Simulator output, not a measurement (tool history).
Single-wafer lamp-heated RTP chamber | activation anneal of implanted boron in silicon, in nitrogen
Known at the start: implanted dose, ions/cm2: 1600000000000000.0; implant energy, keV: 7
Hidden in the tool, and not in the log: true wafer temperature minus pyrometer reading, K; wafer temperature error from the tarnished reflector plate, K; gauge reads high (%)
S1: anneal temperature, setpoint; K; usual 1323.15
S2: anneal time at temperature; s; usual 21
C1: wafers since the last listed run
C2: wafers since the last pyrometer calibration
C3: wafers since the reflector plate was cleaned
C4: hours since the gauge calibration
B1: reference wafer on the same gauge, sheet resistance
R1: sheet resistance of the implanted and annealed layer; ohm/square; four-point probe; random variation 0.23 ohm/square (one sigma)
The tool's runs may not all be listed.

{"run": 1, "hour": 0.0, "S1": 1323.15, "S2": 16, "C1": 0, "C2": 4797, "C3": 1799, "C4": 167.5, "B1": 100.5, "R1": 99.15}
{"run": 2, "hour": 12.6, "S1": 1323.15, "S2": 18, "C1": 178, "C2": 4975, "C3": 1977, "C4": 180.1, "B1": 100.53, "R1": 97.44}
{"run": 3, "hour": 24.3, "S1": 1323.15, "S2": 18, "C1": 165, "C2": 5141, "C3": 2143, "C4": 191.8, "B1": 100.53, "R1": 97.34}
{"run": 4, "hour": 41.5, "S1": 1303.15, "S2": 30, "C1": 243, "C2": 5384, "C3": 2386, "C4": 209.0, "B1": 100.53, "R1": 101.1}
{"run": 5, "hour": 82.6, "S1": 1316.15, "S2": 28, "C1": 581, "C2": 5965, "C3": 2967, "C4": 250.1, "B1": 100.52, "R1": 94.44}
{"run": 6, "hour": 94.0, "S1": 1316.15, "S2": 28, "C1": 161, "C2": 6126, "C3": 3128, "C4": 261.5, "B1": 100.56, "R1": 93.88}
{"run": 7, "hour": 102.5, "S1": 1323.15, "S2": 21, "C1": 120, "C2": 6246, "C3": 3248, "C4": 270.0, "B1": 100.51, "R1": 94.96}
{"run": 8, "hour": 112.8, "S1": 1323.15, "S2": 21, "C1": 145, "C2": 6392, "C3": 3394, "C4": 280.3, "B1": 100.52, "R1": 94.56}
{"run": 9, "hour": 128.7, "S1": 1323.15, "S2": 21, "C1": 224, "C2": 6617, "C3": 3619, "C4": 296.2, "B1": 100.51, "R1": 94.64}
{"run": 10, "hour": 143.4, "S1": 1323.15, "S2": 21, "C1": 207, "C2": 6824, "C3": 3827, "C4": 310.9, "B1": 100.51, "R1": 95.05}
{"run": 11, "hour": 151.0, "S1": 1323.15, "S2": 28, "C1": 107, "C2": 6932, "C3": 3934, "C4": 318.5, "B1": 100.51, "R1": 91.2}
{"run": 12, "hour": 176.4, "S1": 1323.15, "S2": 28, "C1": 359, "C2": 7291, "C3": 4293, "C4": 343.9, "B1": 100.46, "R1": 90.82}
{"hour": 191.1, "done": "gauge calibrated"}
{"hour": 194.7, "done": "pyrometer window cleaned and pyrometer calibrated"}
{"run": 13, "hour": 195.2, "S1": 1323.15, "S2": 28, "C1": 152, "C2": 6, "C3": 4446, "C4": 4.1, "B1": 100.51, "R1": 93.38}
{"run": 14, "hour": 200.0, "S1": 1296.15, "S2": 8, "C1": 67, "C2": 74, "C3": 4514, "C4": 8.9, "B1": 100.48, "R1": 122.57}
{"run": 15, "hour": 217.6, "S1": 1315.15, "S2": 31, "C1": 248, "C2": 323, "C3": 4762, "C4": 26.5, "B1": 100.57, "R1": 95.69}
{"run": 16, "hour": 226.8, "S1": 1347.15, "S2": 27, "C1": 130, "C2": 453, "C3": 4893, "C4": 35.7, "B1": 100.51, "R1": 84.94}
{"run": 17, "hour": 273.0, "S1": 1300.15, "S2": 12, "C1": 653, "C2": 1106, "C3": 5546, "C4": 81.9, "B1": 100.54, "R1": 115.76}
{"run": 18, "hour": 286.9, "S1": 1352.15, "S2": 25, "C1": 196, "C2": 1303, "C3": 5742, "C4": 95.8, "B1": 100.5, "R1": 84.22}
{"run": 19, "hour": 303.0, "S1": 1323.15, "S2": 24, "C1": 227, "C2": 1530, "C3": 5970, "C4": 111.9, "B1": 100.5, "R1": 95.2}
{"run": 20, "hour": 313.9, "S1": 1298.15, "S2": 16, "C1": 154, "C2": 1684, "C3": 6124, "C4": 122.8, "B1": 100.49, "R1": 113.73}
{"run": 21, "hour": 326.9, "S1": 1299.15, "S2": 28, "C1": 183, "C2": 1868, "C3": 6308, "C4": 135.8, "B1": 100.47, "R1": 105.99}
{"run": 22, "hour": 341.6, "S1": 1306.15, "S2": 10, "C1": 207, "C2": 2076, "C3": 6516, "C4": 150.5, "B1": 100.53, "R1": 114.43}
{"hour": 353.5, "done": "reflector plate cleaned"}
{"run": 23, "hour": 358.2, "S1": 1323.15, "S2": 21, "C1": 121, "C2": 2198, "C3": 65, "C4": 167.1, "B1": 100.46, "R1": 96.11}
{"run": 24, "hour": 374.5, "S1": 1341.15, "S2": 31, "C1": 230, "C2": 2428, "C3": 296, "C4": 183.4, "B1": 100.51, "R1": 84.61}
{"run": 25, "hour": 390.2, "S1": 1323.15, "S2": 21, "C1": 221, "C2": 2650, "C3": 518, "C4": 199.1, "B1": 100.5, "R1": 96.15}
{"run": 26, "hour": 405.9, "S1": 1337.15, "S2": 12, "C1": 221, "C2": 2872, "C3": 740, "C4": 214.8, "B1": 100.55, "R1": 97.06}
{"run": 27, "hour": 414.4, "S1": 1301.15, "S2": 9, "C1": 120, "C2": 2992, "C3": 860, "C4": 223.3, "B1": 100.54, "R1": 117.2}
{"run": 28, "hour": 420.9, "S1": 1323.15, "S2": 30, "C1": 91, "C2": 3084, "C3": 952, "C4": 229.8, "B1": 100.5, "R1": 91.46}
{"run": 29, "hour": 429.0, "S1": 1307.15, "S2": 14, "C1": 114, "C2": 3199, "C3": 1066, "C4": 237.9, "B1": 100.54, "R1": 109.55}
{"run": 30, "hour": 465.2, "S1": 1302.15, "S2": 26, "C1": 511, "C2": 3710, "C3": 1578, "C4": 274.1, "B1": 100.49, "R1": 104.09}
{"run": 31, "hour": 481.0, "S1": 1323.15, "S2": 21, "C1": 223, "C2": 3934, "C3": 1802, "C4": 289.9, "B1": 100.51, "R1": 95.6}
{"run": 32, "hour": 491.9, "S1": 1323.15, "S2": 18, "C1": 154, "C2": 4088, "C3": 1956, "C4": 300.8, "B1": 100.5, "R1": 98.23}
{"run": 33, "hour": 500.7, "S1": 1300.15, "S2": 12, "C1": 124, "C2": 4212, "C3": 2080, "C4": 309.6, "B1": 100.43, "R1": 114.15}
{"run": 34, "hour": 515.5, "S1": 1340.15, "S2": 30, "C1": 209, "C2": 4422, "C3": 2289, "C4": 324.4, "B1": 100.5, "R1": 85.5}
{"run": 35, "hour": 526.1, "S1": 1310.15, "S2": 32, "C1": 149, "C2": 4571, "C3": 2439, "C4": 335.0, "B1": 100.55, "R1": 96.07}
{"run": 36, "hour": 543.7, "S1": 1334.15, "S2": 18, "C1": 248, "C2": 4820, "C3": 2688, "C4": 352.6, "B1": 100.55, "R1": 92.86}
{"run": 37, "hour": 553.1, "S1": 1323.15, "S2": 21, "C1": 132, "C2": 4953, "C3": 2821, "C4": 362.0, "B1": 100.5, "R1": 95.15}
{"run": 38, "hour": 580.6, "S1": 1323.15, "S2": 21, "C1": 388, "C2": 5342, "C3": 3210, "C4": 389.5, "B1": 100.52, "R1": 95.6}

Measured less the same run without the tool's hidden state. The same run-to-run variation is in both; the gauge's scatter may not be:
run=1 R1=-2.39
run=2 R1=-2.43
run=3 R1=-2.48
run=4 R1=-3.26
run=5 R1=-3.03
run=6 R1=-3.07
run=7 R1=-2.83
run=8 R1=-2.88
run=9 R1=-2.97
run=10 R1=-3.05
run=11 R1=-2.92
run=12 R1=-3.03
run=13 R1=-0.32
run=14 R1=-0.38
run=15 R1=-0.52
run=16 R1=-0.30
run=17 R1=-0.79
run=18 R1=-0.49
run=19 R1=-0.91
run=20 R1=-1.09
run=21 R1=-1.32
run=22 R1=-1.13
run=23 R1=-1.21
run=24 R1=-0.79
run=25 R1=-1.38
run=26 R1=-1.45
run=27 R1=-1.54
run=28 R1=-1.46
run=29 R1=-1.71
run=30 R1=-2.24
run=31 R1=-1.85
run=32 R1=-1.95
run=33 R1=-2.07
run=34 R1=-1.30
run=35 R1=-2.53
run=36 R1=-1.97
run=37 R1=-2.23
run=38 R1=-2.38

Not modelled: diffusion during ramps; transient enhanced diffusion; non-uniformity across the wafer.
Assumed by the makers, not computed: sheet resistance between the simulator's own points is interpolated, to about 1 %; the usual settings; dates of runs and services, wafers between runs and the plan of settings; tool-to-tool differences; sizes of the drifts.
